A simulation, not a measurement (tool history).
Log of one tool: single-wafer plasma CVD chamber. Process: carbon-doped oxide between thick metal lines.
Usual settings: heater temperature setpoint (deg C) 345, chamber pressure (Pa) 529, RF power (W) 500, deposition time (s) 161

run,hour,heater temperature setpoint (deg C),chamber pressure (Pa),RF power (W),deposition time (s),wafers since the last listed run,hours since the last thermocouple change,hours since the last RF generator calibration,hours since the last manometer calibration,hours since the showerhead was replaced,hours since the gauge calibration,"read-back reference wafer on the same gauge, thickness_nm",mean film thickness on the monitor wafer (nm)
1,0,345,529,500,161,0,2467.7,1125.6,1911.7,3557.5,388.7,843.588,886.246
2,29.1,345,529,500,161,336,2496.8,1154.7,1940.8,3586.6,417.8,842.82,884.387
3,46.6,345,529,500,161,202,2514.3,1172.2,1958.3,3604.1,435.3,842.318,885.24
4,94.7,345,529,500,161,556,2562.4,1220.3,2006.4,3652.2,483.4,843.758,883.627
5,121.2,345,529,500,161,306,2588.9,1246.8,2032.9,3678.7,509.9,843.079,883.814
6,140.2,345,529,500,161,219,2607.9,1265.8,2051.9,3697.7,528.9,843.048,887.09
# hour 159.1: showerhead replaced
7,159.6,345,529,500,161,131,2627.3,1285.2,2071.3,0.5,548.3,842.71,878.782
# hour 177.5: thermocouple changed; heater temperature recalibrated
8,186,345,529,500,161,212,8.5,1311.6,2097.7,26.9,574.7,842.86,875.452
# hour 210.7: gauge calibrated
9,213.9,345,529,500,161,322,36.4,1339.5,2125.6,54.8,3.2,843.833,877.097
10,244.1,345,529,500,161,349,66.6,1369.7,2155.8,85,33.4,843.386,880.423
11,273.4,345,529,500,161,338,95.9,1399,2185.1,114.3,62.7,842.588,875.145
12,293.9,359,529,410,147,237,116.4,1419.5,2205.6,134.8,83.2,843.733,659.96
13,318.8,345,529,500,161,287,141.3,1444.4,2230.5,159.7,108.1,842.926,878.052
# hour 338.3: capacitance manometer re-zeroed and calibrated
14,338.8,345,529,500,161,138,161.3,1464.4,0.5,179.7,128.1,843.933,880.388
15,361.7,359,477,405,161,264,184.2,1487.3,23.4,202.6,151,842.484,699.383
16,395.1,345,529,500,161,386,217.6,1520.7,56.8,236,184.4,843.579,871.808
17,426.7,345,488,570,131,365,249.2,1552.3,88.4,267.6,216,843.331,754.885
18,450.3,345,529,500,161,272,272.8,1575.9,112,291.2,239.6,843.757,874.19
19,473.1,345,529,470,131,263,295.6,1598.7,134.8,314,262.4,842.43,669.339
20,509,340,456,585,139,415,331.5,1634.6,170.7,349.9,298.3,842.287,815.442
# hour 531.5: RF generator calibrated
21,533.3,339,529,450,161,188,355.8,1.8,195,374.2,322.6,842.753,872.154
22,562.3,345,529,500,161,335,384.8,30.8,224,403.2,351.6,843.011,919.329
23,582.7,345,529,550,161,235,405.2,51.2,244.4,423.6,372,842.47,974.037
24,598.7,354,529,500,161,184,421.2,67.2,260.4,439.6,388,842.58,887.52
25,624.2,345,529,440,134,294,446.7,92.7,285.9,465.1,413.5,843.021,693.794
26,655.6,352,529,590,161,363,478.1,124.1,317.3,496.5,444.9,842.828,993.69
27,681.4,345,529,580,189,298,503.9,149.9,343.1,522.3,470.7,842.828,1178.635
28,704.2,352,611,590,161,263,526.7,172.7,365.9,545.1,493.5,842.472,1030.764

Hidden state or all else? Some run-to-run changes of mean film thickness on the monitor wafer (nm), split into what the settings, what came in and random variation would give without the hidden state, and what is left for the hidden state (with any gauge scatter that isn't in both results):
The hidden state here: wafer temperature above the value expected at the setpoint (K); delivered RF power above the setpoint (%); true pressure above the setpoint (%); gauge reads high (%).
Run 12 -> 13: heater temperature setpoint (deg C) 359 -> 345, RF power (W) 410 -> 500, deposition time (s) 147 -> 161. mean film thickness on the monitor wafer (nm) +218.092: hidden state -5.712, all else +223.804.
Run 17 -> 18: chamber pressure (Pa) 488 -> 529, RF power (W) 570 -> 500, deposition time (s) 131 -> 161. mean film thickness on the monitor wafer (nm) +119.305: hidden state -9.013, all else +128.318.
Run 20 -> 21: heater temperature setpoint (deg C) 340 -> 339, chamber pressure (Pa) 456 -> 529, RF power (W) 585 -> 450, deposition time (s) 139 -> 161, RF generator calibrated. mean film thickness on the monitor wafer (nm) +56.712: hidden state +44.136, all else +12.576.
Run 25 -> 26: heater temperature setpoint (deg C) 345 -> 352, RF power (W) 440 -> 590, deposition time (s) 134 -> 161. mean film thickness on the monitor wafer (nm) +299.896: hidden state -1.576, all else +301.472.
